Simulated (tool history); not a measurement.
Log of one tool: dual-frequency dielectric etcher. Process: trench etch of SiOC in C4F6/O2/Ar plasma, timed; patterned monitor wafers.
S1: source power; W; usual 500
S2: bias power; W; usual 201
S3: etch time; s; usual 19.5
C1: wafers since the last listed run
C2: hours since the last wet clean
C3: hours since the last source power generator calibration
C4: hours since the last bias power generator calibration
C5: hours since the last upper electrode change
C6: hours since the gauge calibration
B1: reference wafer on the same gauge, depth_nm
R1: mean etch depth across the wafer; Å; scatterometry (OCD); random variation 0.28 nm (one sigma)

{"run": 1, "day": 0.0, "S1": 580, "S2": 201, "S3": 21.5, "C1": 0, "C2": 165, "C3": 1747.7, "C4": 1910.7, "C5": 1690.8, "C6": 335.8, "B1": 48.44, "R1": 595.3}
{"run": 2, "day": 0.638, "S1": 580, "S2": 201, "S3": 21.5, "C1": 204, "C2": 180.3, "C3": 1763, "C4": 1926, "C5": 1706.1, "C6": 351.1, "B1": 48.34, "R1": 591.8}
{"run": 3, "day": 1.121, "S1": 580, "S2": 201, "S3": 16, "C1": 155, "C2": 191.9, "C3": 1774.6, "C4": 1937.6, "C5": 1717.7, "C6": 362.7, "B1": 48.33, "R1": 444.7}
{"day": 2.95, "done": "bias power generator calibrated"}
{"run": 4, "day": 2.971, "S1": 580, "S2": 201, "S3": 16, "C1": 541, "C2": 236.3, "C3": 1819, "C4": 0.5, "C5": 1762.1, "C6": 407.1, "B1": 48.38, "R1": 442.9}
{"run": 5, "day": 3.283, "S1": 500, "S2": 201, "S3": 19.5, "C1": 100, "C2": 243.8, "C3": 1826.5, "C4": 8, "C5": 1769.6, "C6": 414.6, "B1": 48.42, "R1": 499.9}
{"run": 6, "day": 3.642, "S1": 500, "S2": 201, "S3": 19.5, "C1": 115, "C2": 252.4, "C3": 1835.1, "C4": 16.6, "C5": 1778.2, "C6": 423.2, "B1": 48.35, "R1": 504.6}
{"day": 3.875, "done": "source power generator calibrated"}
{"run": 7, "day": 4.304, "S1": 500, "S2": 201, "S3": 19.5, "C1": 159, "C2": 268.3, "C3": 10.3, "C4": 32.5, "C5": 1794.1, "C6": 439.1, "B1": 48.37, "R1": 499.6}
{"run": 8, "day": 4.879, "S1": 500, "S2": 201, "S3": 19.5, "C1": 184, "C2": 282.1, "C3": 24.1, "C4": 46.3, "C5": 1807.9, "C6": 452.9, "B1": 48.32, "R1": 508.7}
{"run": 9, "day": 5.479, "S1": 500, "S2": 201, "S3": 19.5, "C1": 192, "C2": 296.5, "C3": 38.5, "C4": 60.7, "C5": 1822.3, "C6": 467.3, "B1": 48.3, "R1": 501.4}
{"day": 5.983, "done": "gauge calibrated"}
{"run": 10, "day": 6.046, "S1": 500, "S2": 217, "S3": 19.5, "C1": 182, "C2": 310.1, "C3": 52.1, "C4": 74.3, "C5": 1835.9, "C6": 1.5, "B1": 48.45, "R1": 526.2}
{"run": 11, "day": 6.388, "S1": 500, "S2": 211, "S3": 19.5, "C1": 109, "C2": 318.3, "C3": 60.3, "C4": 82.5, "C5": 1844.1, "C6": 9.7, "B1": 48.43, "R1": 518.7}
{"day": 7.679, "done": "wet clean of the chamber"}
{"run": 12, "day": 7.7, "S1": 500, "S2": 211, "S3": 19.5, "C1": 100, "C2": 0.5, "C3": 91.8, "C4": 114, "C5": 1875.6, "C6": 41.2, "B1": 48.41, "R1": 512.1}
{"run": 13, "day": 7.712, "S1": 500, "S2": 201, "S3": 19.5, "C1": 4, "C2": 0.8, "C3": 92.1, "C4": 114.3, "C5": 1875.9, "C6": 41.5, "B1": 48.35, "R1": 503.3}
{"run": 14, "day": 7.958, "S1": 450, "S2": 168, "S3": 19.5, "C1": 79, "C2": 6.7, "C3": 98, "C4": 120.2, "C5": 1881.8, "C6": 47.4, "B1": 48.44, "R1": 438.4}
{"run": 15, "day": 8.633, "S1": 500, "S2": 201, "S3": 19.5, "C1": 217, "C2": 22.9, "C3": 114.2, "C4": 136.4, "C5": 1898, "C6": 63.6, "B1": 48.4, "R1": 504.2}
{"day": 10.296, "done": "upper electrode replaced"}
{"run": 16, "day": 10.317, "S1": 500, "S2": 217, "S3": 19.5, "C1": 219, "C2": 63.3, "C3": 154.6, "C4": 176.8, "C5": 0.5, "C6": 104, "B1": 48.42, "R1": 520}
{"run": 17, "day": 10.333, "S1": 500, "S2": 201, "S3": 19.5, "C1": 5, "C2": 63.7, "C3": 155, "C4": 177.2, "C5": 0.9, "C6": 104.4, "B1": 48.41, "R1": 501.7}
{"run": 18, "day": 10.346, "S1": 560, "S2": 201, "S3": 15, "C1": 4, "C2": 64, "C3": 155.3, "C4": 177.5, "C5": 1.2, "C6": 104.7, "B1": 48.4, "R1": 408.5}
{"run": 19, "day": 10.592, "S1": 590, "S2": 201, "S3": 15.5, "C1": 79, "C2": 69.9, "C3": 161.2, "C4": 183.4, "C5": 7.1, "C6": 110.6, "B1": 48.43, "R1": 430.9}
{"run": 20, "day": 10.929, "S1": 500, "S2": 217, "S3": 19.5, "C1": 108, "C2": 78, "C3": 169.3, "C4": 191.5, "C5": 15.2, "C6": 118.7, "B1": 48.41, "R1": 516.4}
{"run": 21, "day": 11.271, "S1": 500, "S2": 161, "S3": 17, "C1": 109, "C2": 86.2, "C3": 177.5, "C4": 199.7, "C5": 23.4, "C6": 126.9, "B1": 48.43, "R1": 387.6}
{"run": 22, "day": 11.904, "S1": 500, "S2": 211, "S3": 19.5, "C1": 203, "C2": 101.4, "C3": 192.7, "C4": 214.9, "C5": 38.6, "C6": 142.1, "B1": 48.4, "R1": 517.1}
{"run": 23, "day": 12.608, "S1": 560, "S2": 223, "S3": 21, "C1": 226, "C2": 118.3, "C3": 209.6, "C4": 231.8, "C5": 55.5, "C6": 159, "B1": 48.28, "R1": 603.7}
{"run": 24, "day": 13.229, "S1": 530, "S2": 186, "S3": 25, "C1": 199, "C2": 133.2, "C3": 224.5, "C4": 246.7, "C5": 70.4, "C6": 173.9, "B1": 48.4, "R1": 640.8}
{"run": 25, "day": 14.342, "S1": 590, "S2": 201, "S3": 25, "C1": 357, "C2": 159.9, "C3": 251.2, "C4": 273.4, "C5": 97.1, "C6": 200.6, "B1": 48.4, "R1": 694.9}
{"run": 26, "day": 15.021, "S1": 500, "S2": 165, "S3": 24, "C1": 218, "C2": 176.2, "C3": 267.5, "C4": 289.7, "C5": 113.4, "C6": 216.9, "B1": 48.34, "R1": 557.6}
{"run": 27, "day": 15.288, "S1": 420, "S2": 156, "S3": 22.5, "C1": 85, "C2": 182.6, "C3": 273.9, "C4": 296.1, "C5": 119.8, "C6": 223.3, "B1": 48.34, "R1": 466.1}
{"run": 28, "day": 15.65, "S1": 610, "S2": 187, "S3": 17, "C1": 116, "C2": 191.3, "C3": 282.6, "C4": 304.8, "C5": 128.5, "C6": 232, "B1": 48.45, "R1": 464.5}
{"run": 29, "day": 16.308, "S1": 500, "S2": 201, "S3": 19.5, "C1": 211, "C2": 207.1, "C3": 298.4, "C4": 320.6, "C5": 144.3, "C6": 247.8, "B1": 48.36, "R1": 503}

What the log doesn't show, run by run:
etch rate over this chamber's usual, %: 0 in every run
source power that arrives over what is set, %: 0 in every run
bias power that arrives over what is set, %: 0 in every run
gauge reads high (%): 0 in every run

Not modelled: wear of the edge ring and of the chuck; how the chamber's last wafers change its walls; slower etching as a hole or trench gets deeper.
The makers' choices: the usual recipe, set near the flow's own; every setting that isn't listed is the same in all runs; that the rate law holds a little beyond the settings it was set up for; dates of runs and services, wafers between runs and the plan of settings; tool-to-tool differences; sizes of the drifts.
